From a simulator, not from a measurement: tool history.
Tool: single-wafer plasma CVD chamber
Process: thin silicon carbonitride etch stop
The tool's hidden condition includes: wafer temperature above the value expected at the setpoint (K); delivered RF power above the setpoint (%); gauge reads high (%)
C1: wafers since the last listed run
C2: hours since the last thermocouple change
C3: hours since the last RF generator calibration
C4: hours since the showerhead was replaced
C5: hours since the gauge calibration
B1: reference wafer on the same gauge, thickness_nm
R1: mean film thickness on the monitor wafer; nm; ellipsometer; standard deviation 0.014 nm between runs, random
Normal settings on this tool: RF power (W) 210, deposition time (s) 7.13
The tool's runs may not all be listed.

{"run": 1, "hour": 0.0, "RF power (W)": 235, "deposition time (s)": 6.37, "C1": 0, "C2": 1153.8, "C3": 1184.1, "C4": 3676.5, "C5": 624.7, "B1": 3.169, "R1": 3.542}
{"run": 2, "hour": 29.5, "RF power (W)": 220, "deposition time (s)": 7.13, "C1": 1482, "C2": 1183.3, "C3": 1213.6, "C4": 3706.0, "C5": 654.2, "B1": 3.17, "R1": 3.887}
{"run": 3, "hour": 83.5, "RF power (W)": 200, "deposition time (s)": 7.13, "C1": 2713, "C2": 1237.3, "C3": 1267.6, "C4": 3760.0, "C5": 708.2, "B1": 3.169, "R1": 3.766}
{"run": 4, "hour": 132.4, "RF power (W)": 200, "deposition time (s)": 7.13, "C1": 2457, "C2": 1286.2, "C3": 1316.5, "C4": 3808.9, "C5": 757.1, "B1": 3.171, "R1": 3.771}
{"run": 5, "hour": 190.4, "RF power (W)": 200, "deposition time (s)": 7.13, "C1": 2914, "C2": 1344.2, "C3": 1374.5, "C4": 3866.9, "C5": 815.1, "B1": 3.171, "R1": 3.749}
{"run": 6, "hour": 262.0, "RF power (W)": 210, "deposition time (s)": 7.13, "C1": 3598, "C2": 1415.8, "C3": 1446.1, "C4": 3938.5, "C5": 886.7, "B1": 3.17, "R1": 3.828}
{"run": 7, "hour": 300.5, "RF power (W)": 210, "deposition time (s)": 7.13, "C1": 1934, "C2": 1454.3, "C3": 1484.6, "C4": 3977.0, "C5": 925.2, "B1": 3.17, "R1": 3.819}
{"run": 8, "hour": 341.7, "RF power (W)": 210, "deposition time (s)": 7.13, "C1": 2070, "C2": 1495.5, "C3": 1525.8, "C4": 4018.2, "C5": 966.4, "B1": 3.17, "R1": 3.837}
{"run": 9, "hour": 535.1, "RF power (W)": 240, "deposition time (s)": 7.13, "C1": 9719, "C2": 1688.9, "C3": 1719.2, "C4": 4211.6, "C5": 1159.8, "B1": 3.17, "R1": 3.976}
{"hour": 581.4, "done": "showerhead replaced, of another model than before"}
{"run": 10, "hour": 595.1, "RF power (W)": 240, "deposition time (s)": 7.13, "C1": 2613, "C2": 1748.9, "C3": 1779.2, "C4": 13.7, "C5": 1219.8, "B1": 3.168, "R1": 3.956}
{"run": 11, "hour": 629.7, "RF power (W)": 240, "deposition time (s)": 7.13, "C1": 1738, "C2": 1783.5, "C3": 1813.8, "C4": 48.3, "C5": 1254.4, "B1": 3.172, "R1": 3.948}
{"run": 12, "hour": 674.0, "RF power (W)": 210, "deposition time (s)": 7.75, "C1": 2226, "C2": 1827.8, "C3": 1858.1, "C4": 92.6, "C5": 1298.7, "B1": 3.169, "R1": 4.178}
{"run": 13, "hour": 743.1, "RF power (W)": 210, "deposition time (s)": 7.75, "C1": 3472, "C2": 1896.9, "C3": 1927.2, "C4": 161.7, "C5": 1367.8, "B1": 3.168, "R1": 4.156}
{"run": 14, "hour": 775.4, "RF power (W)": 180, "deposition time (s)": 7.52, "C1": 1623, "C2": 1929.2, "C3": 1959.5, "C4": 194.0, "C5": 1400.1, "B1": 3.17, "R1": 3.944}
{"run": 15, "hour": 845.9, "RF power (W)": 235, "deposition time (s)": 5.88, "C1": 3542, "C2": 1999.7, "C3": 2030.0, "C4": 264.5, "C5": 1470.6, "B1": 3.171, "R1": 3.234}
{"run": 16, "hour": 895.2, "RF power (W)": 200, "deposition time (s)": 7.13, "C1": 2477, "C2": 2049.0, "C3": 2079.3, "C4": 313.8, "C5": 1519.9, "B1": 3.17, "R1": 3.819}
{"hour": 897.9, "done": "gauge calibrated"}
{"hour": 955.7, "done": "RF generator calibrated"}
{"run": 17, "hour": 964.6, "RF power (W)": 170, "deposition time (s)": 7.13, "C1": 3085, "C2": 2118.4, "C3": 8.9, "C4": 383.2, "C5": 66.7, "B1": 3.17, "R1": 3.749}
{"run": 18, "hour": 996.4, "RF power (W)": 210, "deposition time (s)": 7.13, "C1": 1598, "C2": 2150.2, "C3": 40.7, "C4": 415.0, "C5": 98.5, "B1": 3.167, "R1": 3.904}
{"hour": 1141.1, "done": "thermocouple changed; heater temperature recalibrated"}
{"run": 19, "hour": 1161.9, "RF power (W)": 200, "deposition time (s)": 8.04, "C1": 7914, "C2": 20.8, "C3": 206.2, "C4": 580.5, "C5": 264.0, "B1": 3.172, "R1": 4.343}
{"run": 20, "hour": 1231.7, "RF power (W)": 175, "deposition time (s)": 8.04, "C1": 3507, "C2": 90.6, "C3": 276.0, "C4": 650.3, "C5": 333.8, "B1": 3.171, "R1": 4.248}
{"run": 21, "hour": 1258.9, "RF power (W)": 200, "deposition time (s)": 8.49, "C1": 1366, "C2": 117.8, "C3": 303.2, "C4": 677.5, "C5": 361.0, "B1": 3.17, "R1": 4.612}
{"run": 22, "hour": 1298.9, "RF power (W)": 170, "deposition time (s)": 7.13, "C1": 2010, "C2": 157.8, "C3": 343.2, "C4": 717.5, "C5": 401.0, "B1": 3.169, "R1": 3.743}
{"run": 23, "hour": 1334.9, "RF power (W)": 240, "deposition time (s)": 6.36, "C1": 1809, "C2": 193.8, "C3": 379.2, "C4": 753.5, "C5": 437.0, "B1": 3.171, "R1": 3.558}
{"run": 24, "hour": 1362.7, "RF power (W)": 185, "deposition time (s)": 7.13, "C1": 1397, "C2": 221.6, "C3": 407.0, "C4": 781.3, "C5": 464.8, "B1": 3.171, "R1": 3.806}
{"run": 25, "hour": 1421.9, "RF power (W)": 200, "deposition time (s)": 8.49, "C1": 2975, "C2": 280.8, "C3": 466.2, "C4": 840.5, "C5": 524.0, "B1": 3.171, "R1": 4.553}
{"run": 26, "hour": 1483.7, "RF power (W)": 190, "deposition time (s)": 6.25, "C1": 3105, "C2": 342.6, "C3": 528.0, "C4": 902.3, "C5": 585.8, "B1": 3.17, "R1": 3.355}

Below are 4 alternative next runs, each starting from the tool's condition after run 26. Predict each:
{"run": "A", "hour": 1484.1, "RF power (W)": 210, "deposition time (s)": 7.13, "C1": 20, "C2": 343.0, "C3": 528.4, "C4": 902.7, "C5": 586.2, "B1": "?", "R1": "?"}
{"run": "B", "hour": 1484.1, "RF power (W)": 190, "deposition time (s)": 8.47, "C1": 20, "C2": 343.0, "C3": 528.4, "C4": 902.7, "C5": 586.2, "B1": "?", "R1": "?"}
{"run": "C", "hour": 1484.1, "RF power (W)": 190, "deposition time (s)": 8.17, "C1": 20, "C2": 343.0, "C3": 528.4, "C4": 902.7, "C5": 586.2, "B1": "?", "R1": "?"}
{"run": "D", "hour": 1484.1, "RF power (W)": 210, "deposition time (s)": 6.49, "C1": 20, "C2": 343.0, "C3": 528.4, "C4": 902.7, "C5": 586.2, "B1": "?", "R1": "?"}

run=A B1=3.171 R1=3.866
run=B B1=3.171 R1=4.510
run=C B1=3.171 R1=4.351
run=D B1=3.171 R1=3.519
With the hidden condition removed and each run's random variation left untouched, the same runs would have given:
run=A R1=3.884
run=B R1=4.531
run=C R1=4.371
run=D R1=3.535
